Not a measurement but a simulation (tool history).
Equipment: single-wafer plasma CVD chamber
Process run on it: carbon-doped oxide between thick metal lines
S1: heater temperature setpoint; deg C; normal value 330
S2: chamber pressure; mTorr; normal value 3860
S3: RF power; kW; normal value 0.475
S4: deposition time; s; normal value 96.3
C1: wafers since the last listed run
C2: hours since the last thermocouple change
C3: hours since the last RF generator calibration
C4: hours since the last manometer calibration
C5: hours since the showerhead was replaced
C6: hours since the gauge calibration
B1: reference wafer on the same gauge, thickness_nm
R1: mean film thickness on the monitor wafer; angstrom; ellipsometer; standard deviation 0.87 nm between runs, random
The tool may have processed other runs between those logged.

run,day,S1,S2,S3,S4,C1,C2,C3,C4,C5,C6,B1,R1
1,0,330,3860,0.475,96.3,0,2627.1,1339.3,1692.5,5466.5,53,579.808,4925.05
2,0.454,330,3860,0.475,96.3,156,2638,1350.2,1703.4,5477.4,63.9,580.071,4900.69
3,0.779,330,3860,0.475,96.3,112,2645.8,1358,1711.2,5485.2,71.7,580.064,4899.94
4,1.4,330,3860,0.475,96.3,214,2660.7,1372.9,1726.1,5500.1,86.6,580.3,4894.59
5,1.696,330,3860,0.475,96.3,102,2667.8,1380,1733.2,5507.2,93.7,580.11,4892.35
# day 2.288: gauge calibrated
# day 2.321: showerhead replaced
# day 2.667: capacitance manometer re-zeroed and calibrated
6,2.688,330,3860,0.475,96.3,112,2691.6,1403.8,0.5,8.8,9.6,579.976,4885.01
7,2.908,330,3860,0.475,96.3,76,2696.9,1409.1,5.8,14.1,14.9,580.111,4876.72
# day 3.392: RF generator calibrated
8,3.542,330,3860,0.475,96.3,103,2712.1,3.6,21,29.3,30.1,579.787,4672.49

What will run 9 give?
9,4.2,324,3860,0.525,96.3,227,2727.9,19.4,36.8,45.1,45.9,?,?

{"run 9": {"B1": 579.946, "R1": 5168.28}}
With the hidden condition absent and the run-to-run variation left alone, this run would have shown R1 5614.32 angstrom.
